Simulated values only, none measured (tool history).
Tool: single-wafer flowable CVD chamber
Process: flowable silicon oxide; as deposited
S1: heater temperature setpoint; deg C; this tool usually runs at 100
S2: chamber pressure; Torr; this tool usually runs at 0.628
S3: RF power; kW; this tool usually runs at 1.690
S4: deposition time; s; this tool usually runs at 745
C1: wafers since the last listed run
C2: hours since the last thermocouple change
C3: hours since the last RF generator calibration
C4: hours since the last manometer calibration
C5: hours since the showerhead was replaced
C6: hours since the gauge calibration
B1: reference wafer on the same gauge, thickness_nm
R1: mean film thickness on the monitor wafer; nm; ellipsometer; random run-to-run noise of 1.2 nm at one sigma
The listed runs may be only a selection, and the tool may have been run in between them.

run,day,S1,S2,S3,S4,C1,C2,C3,C4,C5,C6,B1,R1
1,0.000,97,0.628,1.610,745,0,790.5,793.9,782.7,5191.3,1259.4,358.212,323.822
2,3.788,100,0.628,1.690,745,311,881.4,884.8,873.6,5282.2,1350.3,358.003,301.701
3,8.271,100,0.628,1.690,745,369,989.0,992.4,981.2,5389.8,1457.9,357.911,300.932
# day 9.404: capacitance manometer re-zeroed and calibrated
4,12.196,100,0.628,1.690,745,295,1083.2,1086.6,67.0,5484.0,1552.1,357.831,310.717
5,14.908,100,0.628,1.690,745,223,1148.3,1151.7,132.1,5549.1,1617.2,358.178,308.007
6,17.083,100,0.628,1.690,745,179,1200.5,1203.9,184.3,5601.3,1669.4,358.039,308.087
7,20.892,92,0.628,1.690,813,313,1291.9,1295.3,275.7,5692.7,1760.8,358.191,420.711
8,24.821,100,0.628,1.690,745,323,1386.2,1389.6,370.0,5787.0,1855.1,358.104,306.425
9,29.100,100,0.628,1.690,745,352,1488.9,1492.3,472.7,5889.7,1957.8,357.644,307.123
# day 33.162: showerhead replaced
10,33.446,100,0.628,1.690,745,330,1593.2,1596.6,577.0,6.8,2062.1,357.934,306.628
11,46.725,100,0.628,1.690,745,1093,1911.9,1915.3,895.7,325.5,2380.8,358.095,306.774
# day 47.146: RF generator calibrated
12,48.625,100,0.628,1.690,745,128,1957.5,35.5,941.3,371.1,2426.4,358.157,303.596
# day 52.046: capacitance manometer re-zeroed and calibrated
# day 58.225: gauge calibrated
13,59.996,100,0.628,1.690,745,908,2230.4,308.4,190.8,644.0,42.5,357.976,305.328
14,62.388,100,0.628,1.690,745,196,2287.8,365.8,248.2,701.4,99.9,358.202,304.528
# day 65.283: thermocouple changed; heater temperature recalibrated
15,65.517,106,0.628,1.690,745,230,5.6,440.9,323.3,776.5,175.0,357.838,253.387
16,67.525,100,0.554,1.690,745,165,53.8,489.1,371.5,824.7,223.2,357.653,267.842
17,69.479,100,0.628,1.690,670,160,100.7,536.0,418.4,871.6,270.1,358.045,273.928
18,71.129,111,0.548,1.690,745,135,140.3,575.6,458.0,911.2,309.7,358.092,191.565
19,74.917,90,0.523,1.535,891,311,231.2,666.5,548.9,1002.1,400.6,358.316,384.886
20,77.833,111,0.718,1.785,647,240,301.2,736.5,618.9,1072.1,470.6,357.966,220.065
21,79.508,86,0.628,1.690,659,137,341.4,776.7,659.1,1112.3,510.8,357.870,396.565
22,82.117,106,0.484,1.485,745,214,404.0,839.3,721.7,1174.9,573.4,357.962,182.597
23,83.804,100,0.474,1.805,745,138,444.5,879.8,762.2,1215.4,613.9,357.655,232.752
24,88.071,100,0.628,1.690,656,351,546.9,982.2,864.6,1317.8,716.3,357.899,265.379
25,91.538,100,0.628,1.690,745,285,630.1,1065.4,947.8,1401.0,799.5,358.356,300.760
26,95.058,100,0.628,1.600,745,289,714.6,1149.9,1032.3,1485.5,884.0,357.648,293.513
# day 97.458: capacitance manometer re-zeroed and calibrated
27,97.479,90,0.628,1.995,745,171,772.7,1208.0,0.5,1543.6,942.1,357.569,437.725
28,105.812,100,0.628,1.690,745,685,972.7,1408.0,200.5,1743.6,1142.1,358.257,304.644
29,108.446,100,0.628,1.690,745,216,1035.9,1471.2,263.7,1806.8,1205.3,358.105,307.050

How the hidden state differs across the entries between the runs, from the last listed run before each to the first after it:
Between runs 3 and 4: capacitance manometer re-zeroed and calibrated (day 9.404)
  true pressure above the setpoint (%): -3.01 -> 0.0313
  the result without the hidden state subtracted from the measured one, R1: -9.259 -> +0.097 nm
Between runs 9 and 10: showerhead replaced (day 33.162)
  true pressure above the setpoint (%): -1.64 -> -1.84
  the result without the hidden state subtracted from the measured one, R1: -5.088 -> -5.701 nm
Between runs 11 and 12: RF generator calibrated (day 47.146)
  true pressure above the setpoint (%): -2.18 -> -2.21
  the result without the hidden state subtracted from the measured one, R1: -6.783 -> -6.801 nm
Between runs 12 and 13: capacitance manometer re-zeroed and calibrated (day 52.046); gauge calibrated (day 58.225)
  true pressure above the setpoint (%): -2.21 -> -1.76
  the result without the hidden state subtracted from the measured one, R1: -6.801 -> -5.414 nm
Between runs 14 and 15: thermocouple changed; heater temperature recalibrated (day 65.283)
  true pressure above the setpoint (%): -2.02 -> -2.3
  the result without the hidden state subtracted from the measured one, R1: -6.210 -> -5.902 nm
Between runs 26 and 27: capacitance manometer re-zeroed and calibrated (day 97.458)
  true pressure above the setpoint (%): -3.32 -> -0.243
  the result without the hidden state subtracted from the measured one, R1: -10.033 -> -1.061 nm
